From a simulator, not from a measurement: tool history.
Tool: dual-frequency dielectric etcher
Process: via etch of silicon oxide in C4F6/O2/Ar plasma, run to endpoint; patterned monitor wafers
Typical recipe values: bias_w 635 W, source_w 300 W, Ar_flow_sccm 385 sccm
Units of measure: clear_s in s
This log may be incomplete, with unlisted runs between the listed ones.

run,hour,bias_w,source_w,Ar_flow_sccm,wafers since the last listed run,hours since the last wet clean,hours since the last bias power generator calibration,hours since the last source power generator calibration,hours since the last Ar flow controller change,hours since the last upper electrode change,"incoming incoming film thickness, nm",clear_s
1,0.0,635,300,385,0,398.9,2742.1,4477.2,5781.8,2408.4,130.9,32.8
2,52.6,635,300,385,689,451.5,2794.7,4529.8,5834.4,2461.0,130.6,32.2
3,94.6,635,300,385,550,493.5,2836.7,4571.8,5876.4,2503.0,130.4,32.9
# hour 135.2: wet clean of the chamber
4,161.9,635,300,385,567,26.7,2904.0,4639.1,5943.7,2570.3,130.0,31.3
5,190.0,635,300,385,368,54.8,2932.1,4667.2,5971.8,2598.4,129.3,31.4
6,253.1,635,300,385,827,117.9,2995.2,4730.3,6034.9,2661.5,128.8,31.2
7,312.2,635,300,385,774,177.0,3054.3,4789.4,6094.0,2720.6,128.9,31.1
8,338.2,635,300,385,340,203.0,3080.3,4815.4,6120.0,2746.6,129.5,31.6
9,437.4,635,300,385,1300,302.2,3179.5,4914.6,6219.2,2845.8,130.6,32.1
# hour 453.2: source power generator calibrated
# hour 477.5: Ar flow controller replaced
10,505.9,635,300,385,766,370.7,3248.0,52.7,28.4,2914.3,127.3,31.7
11,577.2,480,300,347,934,442.0,3319.3,124.0,99.7,2985.6,129.9,36.2
# hour 629.9: upper electrode replaced
12,632.9,726,270,348,415,497.7,3375.0,179.7,155.4,3.0,129.7,31.4
# hour 709.7: wet clean of the chamber
13,710.2,730,260,385,698,0.5,3452.3,257.0,232.7,80.3,129.7,31.4
# hour 733.3: bias power generator calibrated
14,735.3,572,300,385,276,25.6,2.0,282.1,257.8,105.4,129.2,32.9
15,783.7,635,300,385,634,74.0,50.4,330.5,306.2,153.8,128.8,31.1
16,827.1,635,300,349,568,117.4,93.8,373.9,349.6,197.2,130.0,30.7
17,853.0,708,300,385,339,143.3,119.7,399.8,375.5,223.1,130.4,30.2
18,901.5,635,230,340,635,191.8,168.2,448.3,424.0,271.6,130.0,35.4
19,966.8,635,300,385,855,257.1,233.5,513.6,489.3,336.9,130.1,31.6
20,1035.5,635,300,425,900,325.8,302.2,582.3,558.0,405.6,129.2,32.5

What does the tool deliver on the next run?
21,1100.4,635,260,427,850,390.7,367.1,647.2,622.9,470.5,128.7,?

Run 21 yielded clear_s 34.3 s.
Take away the tool's hidden state, keep the run-to-run variation as it was, and the same run would have given clear_s 33.1 s.
